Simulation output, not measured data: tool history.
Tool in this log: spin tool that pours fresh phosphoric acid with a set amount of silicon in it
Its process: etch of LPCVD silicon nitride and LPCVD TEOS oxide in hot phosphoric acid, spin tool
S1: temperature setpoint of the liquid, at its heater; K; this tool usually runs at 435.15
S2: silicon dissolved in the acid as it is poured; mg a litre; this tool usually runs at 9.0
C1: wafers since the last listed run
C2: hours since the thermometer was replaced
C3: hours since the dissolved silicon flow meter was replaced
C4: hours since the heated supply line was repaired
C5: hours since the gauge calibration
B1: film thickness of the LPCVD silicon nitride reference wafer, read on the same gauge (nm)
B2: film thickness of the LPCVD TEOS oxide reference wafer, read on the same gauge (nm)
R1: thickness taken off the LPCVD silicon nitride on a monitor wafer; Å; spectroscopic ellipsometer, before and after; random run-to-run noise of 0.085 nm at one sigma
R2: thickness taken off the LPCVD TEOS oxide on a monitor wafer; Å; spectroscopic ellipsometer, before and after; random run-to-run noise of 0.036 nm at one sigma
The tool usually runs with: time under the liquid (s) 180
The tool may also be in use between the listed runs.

Run 1, hour 0.0: usual settings but S2 5.5 mg a litre, time under the liquid (s) 255; C1 0; C2 207.7; C3 553.6; C4 622.1; C5 808.2; B1 40.00; B2 109.991. Result: R1 233.0 Å, R2 6.91 Å.
Run 2, hour 72.3: usual settings; C1 409; C2 280.0; C3 625.9; C4 694.4; C5 880.5; B1 39.99; B2 109.968. Result: R1 165.8 Å, R2 4.87 Å.
At hour 136.5: gauge calibrated.
Run 3, hour 142.7: usual settings; C1 399; C2 350.4; C3 696.3; C4 764.8; C5 6.2; B1 40.01; B2 110.007. Result: R1 167.8 Å, R2 4.79 Å.
Run 4, hour 225.2: usual settings; C1 467; C2 432.9; C3 778.8; C4 847.3; C5 88.7; B1 40.00; B2 109.999. Result: R1 168.6 Å, R2 4.43 Å.
Run 5, hour 288.4: usual settings; C1 358; C2 496.1; C3 842.0; C4 910.5; C5 151.9; B1 40.00; B2 110.019. Result: R1 168.2 Å, R2 5.42 Å.
At hour 420.0: thermometer replaced.
Run 6, hour 497.5: usual settings; C1 1180; C2 77.5; C3 1051.1; C4 1119.6; C5 361.0; B1 40.01; B2 110.023. Result: R1 175.0 Å, R2 5.72 Å.
Run 7, hour 542.1: usual settings; C1 252; C2 122.1; C3 1095.7; C4 1164.2; C5 405.6; B1 40.01; B2 109.991. Result: R1 175.6 Å, R2 5.71 Å.
At hour 555.8: dissolved silicon flow meter replaced.
Run 8, hour 613.2: usual settings; C1 397; C2 193.2; C3 57.4; C4 1235.3; C5 476.7; B1 39.99; B2 110.007. Result: R1 176.5 Å, R2 5.52 Å.
At hour 677.7: heated supply line repaired.
Run 9, hour 680.3: usual settings; C1 374; C2 260.3; C3 124.5; C4 2.6; C5 543.8; B1 40.02; B2 110.010. Result: R1 177.0 Å, R2 5.00 Å.
Run 10, hour 740.8: usual settings but S1 433.65 K, time under the liquid (s) 95; C1 343; C2 320.8; C3 185.0; C4 63.1; C5 604.3; B1 40.01; B2 109.996. Result: R1 89.3 Å, R2 3.16 Å.
Run 11, hour 783.8: usual settings; C1 243; C2 363.8; C3 228.0; C4 106.1; C5 647.3; B1 40.00; B2 110.028. Result: R1 179.9 Å, R2 6.70 Å.
At hour 791.2: thermometer replaced, repeated, since the last time left the tool worse.
Run 12, hour 860.1: usual settings but time under the liquid (s) 90; C1 426; C2 68.9; C3 304.3; C4 182.4; C5 723.6; B1 40.01; B2 110.001. Result: R1 82.1 Å, R2 2.55 Å.
Run 13, hour 930.3: usual settings; C1 398; C2 139.1; C3 374.5; C4 252.6; C5 793.8; B1 39.98; B2 110.000. Result: R1 164.5 Å, R2 5.38 Å.
Run 14, hour 999.1: usual settings but S2 4.0 mg a litre; C1 390; C2 207.9; C3 443.3; C4 321.4; C5 862.6; B1 39.99; B2 110.015. Result: R1 167.5 Å, R2 5.65 Å.
At hour 1187.7: gauge calibrated.
Run 15, hour 1275.2: usual settings but S2 15.0 mg a litre; C1 1565; C2 484.0; C3 719.4; C4 597.5; C5 87.5; B1 40.00; B2 109.980. Result: R1 168.4 Å, R2 3.77 Å.
Run 16, hour 1345.8: usual settings but S1 436.15 K; C1 400; C2 554.6; C3 790.0; C4 668.1; C5 158.1; B1 40.00; B2 110.007. Result: R1 176.0 Å, R2 5.84 Å.
At hour 1347.7: thermometer replaced.
Run 17, hour 1424.6: usual settings but S1 433.65 K, time under the liquid (s) 140; C1 441; C2 76.9; C3 868.8; C4 746.9; C5 236.9; B1 40.00; B2 110.000. Result: R1 121.0 Å, R2 3.35 Å.
At hour 1461.6: dissolved silicon flow meter replaced.
Run 18, hour 1513.3: usual settings but S2 13.5 mg a litre, time under the liquid (s) 270; C1 497; C2 165.6; C3 51.7; C4 835.6; C5 325.6; B1 39.98; B2 110.004. Result: R1 246.8 Å, R2 6.59 Å.
Run 19, hour 1582.6: usual settings but S1 432.65 K, S2 12.0 mg a litre, time under the liquid (s) 115; C1 392; C2 234.9; C3 121.0; C4 904.9; C5 394.9; B1 40.00; B2 110.010. Result: R1 96.5 Å, R2 2.30 Å.
Run 20, hour 1770.4: usual settings; C1 1064; C2 422.7; C3 308.8; C4 1092.7; C5 582.7; B1 40.01; B2 109.986. Result: R1 167.8 Å, R2 5.26 Å.

Alternative continuations, all from the tool just after run 20; predict every row:
Run A, hour 1770.9: usual settings; C1 2; C2 423.2; C3 309.3; C4 1093.2; C5 583.2; B1 ?; B2 ?. Result: R1 ?, R2 ?.
Run B, hour 1770.9: usual settings but S2 13.0 mg a litre, time under the liquid (s) 100; C1 2; C2 423.2; C3 309.3; C4 1093.2; C5 583.2; B1 ?; B2 ?. Result: R1 ?, R2 ?.
Run C, hour 1770.9: usual settings but S2 11.0 mg a litre, time under the liquid (s) 290; C1 2; C2 423.2; C3 309.3; C4 1093.2; C5 583.2; B1 ?; B2 ?. Result: R1 ?, R2 ?.

run     B1       B2     R1    R2
  A  40.00  109.994  166.6  5.58
  B  40.00  109.994   92.6  2.83
  C  40.00  109.994  268.5  8.60
Take away the tool's hidden state, keep each run's random variation, and the runs would have read:
run     R1    R2
  A  161.6  5.22
  B   89.8  2.65
  C  260.3  8.04
